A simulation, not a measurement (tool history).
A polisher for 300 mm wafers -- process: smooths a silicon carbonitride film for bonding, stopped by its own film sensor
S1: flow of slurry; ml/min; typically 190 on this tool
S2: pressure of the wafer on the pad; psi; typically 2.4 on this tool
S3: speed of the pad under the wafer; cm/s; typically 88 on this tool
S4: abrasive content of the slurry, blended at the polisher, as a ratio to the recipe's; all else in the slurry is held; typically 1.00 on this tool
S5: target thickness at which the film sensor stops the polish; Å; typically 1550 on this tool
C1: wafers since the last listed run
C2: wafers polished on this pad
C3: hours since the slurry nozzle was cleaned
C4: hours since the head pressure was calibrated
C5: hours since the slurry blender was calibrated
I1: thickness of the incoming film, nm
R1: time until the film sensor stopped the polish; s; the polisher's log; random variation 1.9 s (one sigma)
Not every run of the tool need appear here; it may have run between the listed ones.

| run | hour | S1 | S2 | S3 | S4 | S5 | C1 | C2 | C3 | C4 | C5 | I1 | R1 |
|---|---|---|---|---|---|---|---|---|---|---|---|---|---|
| 1 | 0.0 | 190 | 2.4 | 88 | 1.00 | 1460 | 0 | 223 | 617.0 | 395.2 | 26.6 | 190.6 | 140.4 |
| 2 | 11.5 | 190 | 2.4 | 88 | 1.00 | 1460 | 74 | 297 | 628.5 | 406.7 | 38.1 | 189.5 | 138.4 |
|  | 36.7 | worn pad replaced by a new one |
| 3 | 53.2 | 190 | 2.4 | 88 | 1.00 | 1550 | 243 | 106 | 670.2 | 448.4 | 79.8 | 190.2 | 105.5 |
| 4 | 68.1 | 190 | 2.4 | 88 | 1.00 | 1550 | 96 | 202 | 685.1 | 463.3 | 94.7 | 193.8 | 118.1 |
|  | 76.4 | slurry nozzle cleaned |
| 5 | 81.1 | 190 | 2.4 | 64 | 1.00 | 1550 | 77 | 280 | 4.7 | 476.3 | 107.7 | 189.4 | 135.6 |
| 6 | 90.3 | 190 | 2.4 | 88 | 1.00 | 1550 | 59 | 339 | 13.9 | 485.5 | 116.9 | 188.7 | 107.4 |
| 7 | 96.7 | 190 | 2.4 | 88 | 1.00 | 1550 | 41 | 380 | 20.3 | 491.9 | 123.3 | 190.2 | 111.3 |
| 8 | 104.4 | 165 | 2.4 | 96 | 1.00 | 1550 | 49 | 430 | 28.0 | 499.6 | 131.0 | 191.1 | 117.7 |
| 9 | 113.4 | 190 | 2.4 | 88 | 1.00 | 1600 | 58 | 488 | 37.0 | 508.6 | 140.0 | 188.1 | 94.8 |
|  | 121.5 | worn pad replaced by a new one |
| 10 | 132.7 | 190 | 2.4 | 88 | 1.00 | 1550 | 98 | 72 | 56.3 | 527.9 | 159.3 | 188.5 | 102.2 |
|  | 141.0 | slurry blender recalibrated |
| 11 | 141.5 | 190 | 2.4 | 68 | 1.00 | 1480 | 43 | 116 | 65.1 | 536.7 | 0.5 | 190.1 | 160.8 |
|  | 143.9 | head pressure recalibrated |
| 12 | 158.0 | 190 | 2.4 | 88 | 1.00 | 1640 | 93 | 209 | 81.6 | 14.1 | 17.0 | 190.0 | 82.4 |
| 13 | 165.7 | 190 | 2.4 | 62 | 0.85 | 1610 | 49 | 259 | 89.3 | 21.8 | 24.7 | 188.3 | 111.7 |
| 14 | 174.2 | 190 | 2.4 | 88 | 1.00 | 1550 | 54 | 314 | 97.8 | 30.3 | 33.2 | 189.8 | 114.0 |
| 15 | 186.4 | 240 | 2.1 | 88 | 1.20 | 1460 | 78 | 393 | 110.0 | 42.5 | 45.4 | 188.7 | 150.9 |

Each row is a separate what-if for the run after 15, all from the same tool condition, not one after another. Results?
| A | 186.9 | 190 | 2.4 | 88 | 1.00 | 1550 | 3 | 396 | 110.5 | 43.0 | 45.9 | 188.4 | ? |
| B | 186.9 | 235 | 2.4 | 108 | 1.00 | 1550 | 3 | 396 | 110.5 | 43.0 | 45.9 | 188.4 | ? |
| C | 186.9 | 190 | 2.8 | 88 | 1.10 | 1460 | 3 | 396 | 110.5 | 43.0 | 45.9 | 188.4 | ? |
| D | 186.9 | 190 | 2.9 | 88 | 1.00 | 1590 | 3 | 396 | 110.5 | 43.0 | 45.9 | 188.4 | ? |

| run | R1 |
|---|---|
| A | 111.9 |
| B | 93.8 |
| C | 118.4 |
| D | 81.5 |
Without the tool's unlogged condition, the same runs would have read:
| run | R1 |
|---|---|
| A | 100.9 |
| B | 84.6 |
| C | 106.8 |
| D | 73.5 |
